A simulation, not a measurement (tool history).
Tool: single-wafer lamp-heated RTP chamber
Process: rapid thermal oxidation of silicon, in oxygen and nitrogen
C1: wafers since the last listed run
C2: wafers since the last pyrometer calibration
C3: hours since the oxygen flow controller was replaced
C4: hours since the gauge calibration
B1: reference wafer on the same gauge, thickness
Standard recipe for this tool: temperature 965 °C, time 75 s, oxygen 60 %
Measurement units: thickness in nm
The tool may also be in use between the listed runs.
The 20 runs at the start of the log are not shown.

run 21 hour=1023.9 | temperature=942 time=75 oxygen=60 | C1=293 C2=2457 C3=4515.9 C4=1416.7 | B1=3.684 | thickness=3.703
run 22 hour=1050.4 | temperature=965 time=64 oxygen=69 | C1=200 C2=2658 C3=4542.4 C4=1443.2 | B1=3.692 | thickness=4.195
-- hour=1056.0 gauge calibrated
run 23 hour=1100.8 | temperature=935 time=75 oxygen=49 | C1=382 C2=3040 C3=4592.8 C4=44.8 | B1=3.531 | thickness=3.211
run 24 hour=1154.4 | temperature=965 time=75 oxygen=60 | C1=406 C2=3446 C3=4646.4 C4=98.4 | B1=3.530 | thickness=4.105
run 25 hour=1183.2 | temperature=965 time=64 oxygen=69 | C1=218 C2=3665 C3=4675.2 C4=127.2 | B1=3.533 | thickness=4.040
run 26 hour=1247.3 | temperature=985 time=94 oxygen=33 | C1=485 C2=4151 C3=4739.3 C4=191.3 | B1=3.533 | thickness=4.288
run 27 hour=1293.3 | temperature=965 time=75 oxygen=60 | C1=348 C2=4499 C3=4785.3 C4=237.3 | B1=3.536 | thickness=4.111
run 28 hour=1364.4 | temperature=979 time=40 oxygen=42 | C1=538 C2=5038 C3=4856.4 C4=308.4 | B1=3.539 | thickness=3.192
-- hour=1405.8 oxygen flow controller replaced
run 29 hour=1535.8 | temperature=938 time=75 oxygen=60 | C1=1238 C2=6277 C3=130.0 C4=479.8 | B1=3.548 | thickness=3.445
run 30 hour=1587.2 | temperature=939 time=75 oxygen=60 | C1=389 C2=6667 C3=181.4 C4=531.2 | B1=3.552 | thickness=3.482
run 31 hour=1616.8 | temperature=965 time=75 oxygen=43 | C1=224 C2=6891 C3=211.0 C4=560.8 | B1=3.555 | thickness=3.725
-- hour=1677.1 pyrometer window cleaned and pyrometer calibrated
run 32 hour=1784.6 | temperature=941 time=75 oxygen=41 | C1=1211 C2=815 C3=378.8 C4=728.6 | B1=3.571 | thickness=3.196

Below are 3 alternative next runs, each starting from the tool's condition after run 32. Predict each:
run A hour=1785.0 | temperature=965 time=75 oxygen=32 | C1=3 C2=818 C3=379.2 C4=729.0 | B1=? | thickness=?
run B hour=1785.0 | temperature=938 time=41 oxygen=90 | C1=3 C2=818 C3=379.2 C4=729.0 | B1=? | thickness=?
run C hour=1785.0 | temperature=965 time=75 oxygen=39 | C1=3 C2=818 C3=379.2 C4=729.0 | B1=? | thickness=?

run=A B1=3.572 thickness=3.474
run=B B1=3.572 thickness=3.130
run=C B1=3.572 thickness=3.666
Had the tool no hidden state, the same runs would have come out as:
run=A thickness=3.445
run=B thickness=3.104
run=C thickness=3.635

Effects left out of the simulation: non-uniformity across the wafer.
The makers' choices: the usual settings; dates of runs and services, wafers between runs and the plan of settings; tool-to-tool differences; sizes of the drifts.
